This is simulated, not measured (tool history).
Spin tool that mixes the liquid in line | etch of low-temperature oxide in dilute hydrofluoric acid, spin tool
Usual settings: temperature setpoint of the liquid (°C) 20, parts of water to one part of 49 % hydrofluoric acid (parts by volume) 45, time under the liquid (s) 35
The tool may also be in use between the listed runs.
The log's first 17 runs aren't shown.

| run | hour | temperature setpoint of the liquid (°C) | parts of water to one part of 49 % hydrofluoric acid (parts by volume) | time under the liquid (s) | wafers since the last listed run | hours since the thermometer was replaced | hours since the hydrofluoric acid flow meter was replaced | hours since the gauge calibration | read-back film thickness of the low-temperature oxide reference wafer, read on the same gauge (nm) | thickness taken off the low-temperature oxide on a monitor wafer (angstrom) |
|---|---|---|---|---|---|---|---|---|---|---|
| 18 | 208.7 | 20 | 45 | 35 | 305 | 151.8 | 64 | 160.4 | 90 | 213.5 |
| 19 | 216.9 | 17 | 25 | 20 | 143 | 160 | 72.2 | 168.6 | 90.02 | 196.1 |
| 20 | 232.5 | 22 | 45 | 45 | 273 | 175.6 | 87.8 | 184.2 | 90.01 | 298.1 |
| 21 | 240.1 | 20 | 45 | 35 | 133 | 183.2 | 95.4 | 191.8 | 89.98 | 213.7 |
| 22 | 251.8 | 24 | 40 | 45 | 205 | 194.9 | 107.1 | 203.5 | 89.99 | 367.5 |
| 23 | 259.5 | 20 | 30 | 35 | 135 | 202.6 | 114.8 | 211.2 | 90.01 | 325.5 |
| 24 | 271 | 20 | 60 | 35 | 201 | 214.1 | 126.3 | 222.7 | 89.99 | 157.2 |
| 25 | 278 | 20 | 45 | 40 | 122 | 221.1 | 133.3 | 229.7 | 90.01 | 242.3 |
| 26 | 292.7 | 24 | 30 | 40 | 258 | 235.8 | 148 | 244.4 | 89.99 | 440.9 |
| 27 | 300 | 17 | 60 | 55 | 128 | 243.1 | 155.3 | 251.7 | 90.04 | 215.9 |
| 28 | 308.9 | 24 | 50 | 15 | 156 | 252 | 164.2 | 260.6 | 89.98 | 95.2 |
| 29 | 325.7 | 20 | 45 | 50 | 294 | 268.8 | 181 | 277.4 | 90.02 | 305.4 |
| 30 | 341.4 | 17 | 30 | 55 | 275 | 284.5 | 196.7 | 293.1 | 89.99 | 445.3 |
| 31 | 353.2 | 20 | 55 | 35 | 207 | 296.3 | 208.5 | 304.9 | 89.99 | 170.1 |
| 32 | 368.9 | 22 | 25 | 25 | 275 | 312 | 224.2 | 320.6 | 90.03 | 304.4 |
| 33 | 382.8 | 22 | 30 | 55 | 244 | 325.9 | 238.1 | 334.5 | 90.02 | 550.9 |

Forecast each of these 3 alternatives for the next run:
| A | 383.2 | 20 | 45 | 35 | 7 | 326.3 | 238.5 | 334.9 | ? | ? |
| B | 383.2 | 23 | 45 | 35 | 7 | 326.3 | 238.5 | 334.9 | ? | ? |
| C | 383.2 | 18.5 | 45 | 35 | 7 | 326.3 | 238.5 | 334.9 | ? | ? |

| run | read-back film thickness of the low-temperature oxide reference wafer, read on the same gauge (nm) | thickness taken off the low-temperature oxide on a monitor wafer (angstrom) |
|---|---|---|
| A | 90.02 | 210.2 |
| B | 90.02 | 238.5 |
| C | 90.02 | 197.2 |
Without the tool's hidden state the same runs would have given:
| run | thickness taken off the low-temperature oxide on a monitor wafer (angstrom) |
|---|---|
| A | 212.7 |
| B | 241.3 |
| C | 199.4 |

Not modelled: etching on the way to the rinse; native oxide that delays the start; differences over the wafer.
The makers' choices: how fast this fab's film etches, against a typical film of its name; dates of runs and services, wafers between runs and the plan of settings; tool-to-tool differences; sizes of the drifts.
